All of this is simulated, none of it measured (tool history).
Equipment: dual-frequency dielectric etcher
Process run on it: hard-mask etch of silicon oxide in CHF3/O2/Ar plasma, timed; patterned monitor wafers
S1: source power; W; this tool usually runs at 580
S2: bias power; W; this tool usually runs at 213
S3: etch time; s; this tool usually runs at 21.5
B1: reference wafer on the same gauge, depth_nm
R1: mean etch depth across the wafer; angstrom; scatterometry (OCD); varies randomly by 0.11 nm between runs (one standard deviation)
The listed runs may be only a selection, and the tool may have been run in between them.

Run 1, day 0: usual settings but S1 480 W; B1 44.12. Result: R1 406.6 angstrom.
Run 2, day 4.071: usual settings but S1 480 W; B1 44.07. Result: R1 407.4 angstrom.
Run 3, day 6.938: usual settings but S1 610 W; B1 44.11. Result: R1 436.5 angstrom.
Run 4, day 18.933: usual settings but S1 610 W; B1 44.1. Result: R1 440.3 angstrom.
Run 5, day 21.796: usual settings but S1 610 W; B1 44.11. Result: R1 441.8 angstrom.
Run 6, day 23.988: usual settings; B1 44.1. Result: R1 434 angstrom.
Run 7, day 35.004: usual settings; B1 44.12. Result: R1 426.7 angstrom.
Run 8, day 39.346: usual settings; B1 44.09. Result: R1 424.9 angstrom.
Run 9, day 43.6: usual settings but S1 670 W, S2 231 W, S3 19.5 s; B1 44.08. Result: R1 408.6 angstrom.
Run 10, day 47.583: usual settings but S2 243 W, S3 27 s; B1 44.11. Result: R1 547.6 angstrom.
Run 11, day 57.992: usual settings; B1 44.1. Result: R1 424.9 angstrom.
Run 12, day 61.679: usual settings but S1 530 W, S2 185 W, S3 23.5 s; B1 44.1. Result: R1 441.7 angstrom.
Run 13, day 65.517: usual settings but S1 460 W, S2 183 W, S3 15.5 s; B1 44.11. Result: R1 279.7 angstrom.
Run 14, day 68.867: usual settings but S1 700 W; B1 44.11. Result: R1 452.9 angstrom.
Run 15, day 72.85: usual settings; B1 44.09. Result: R1 431.2 angstrom.
Run 16, day 75.946: usual settings but S1 680 W, S2 178 W; B1 44.09. Result: R1 436.8 angstrom.

Not shown here: 9 entries made in the log between runs. Locate each between two listed runs and compare the hidden state at the listed run before it with the hidden state at the listed run after it:
From run 2 to run 3: wet clean of the chamber (day 6.917)
  source power that arrives over what is set, %: 2.11 -> 2.31; bias power that arrives over what is set, %: 2.67 -> 2.94
  measured minus no-state result, R1: +4.5 -> +5.3 angstrom
From run 4 to run 5: wet clean of the chamber (day 20)
  source power that arrives over what is set, %: 3.31 -> 3.58; bias power that arrives over what is set, %: 4.27 -> 4.64
  measured minus no-state result, R1: +7.6 -> +8.2 angstrom
From run 6 to run 7: source power generator calibrated (day 28.8); gauge calibrated (day 30.683); bias power generator calibrated (day 33.329); wet clean of the chamber (day 34.4)
  source power that arrives over what is set, %: 3.79 -> 0.352; bias power that arrives over what is set, %: 4.93 -> -0.925
  measured minus no-state result, R1: +8.6 -> -0.3 angstrom
From run 8 to run 9: upper electrode replaced (day 42.4)
  source power that arrives over what is set, %: 0.405 -> 0.485; bias power that arrives over what is set, %: -0.889 -> -0.812
  measured minus no-state result, R1: -0.2 -> +0 angstrom
From run 10 to run 11: wet clean of the chamber (day 49.804)
  source power that arrives over what is set, %: 0.583 -> 0.951; bias power that arrives over what is set, %: -0.705 -> -0.26
  measured minus no-state result, R1: +0.2 -> +1 angstrom
From run 12 to run 13: wet clean of the chamber (day 63.371)
  source power that arrives over what is set, %: 1.12 -> 1.32; bias power that arrives over what is set, %: -0.0455 -> 0.21
  measured minus no-state result, R1: +1.4 -> +1.2 angstrom

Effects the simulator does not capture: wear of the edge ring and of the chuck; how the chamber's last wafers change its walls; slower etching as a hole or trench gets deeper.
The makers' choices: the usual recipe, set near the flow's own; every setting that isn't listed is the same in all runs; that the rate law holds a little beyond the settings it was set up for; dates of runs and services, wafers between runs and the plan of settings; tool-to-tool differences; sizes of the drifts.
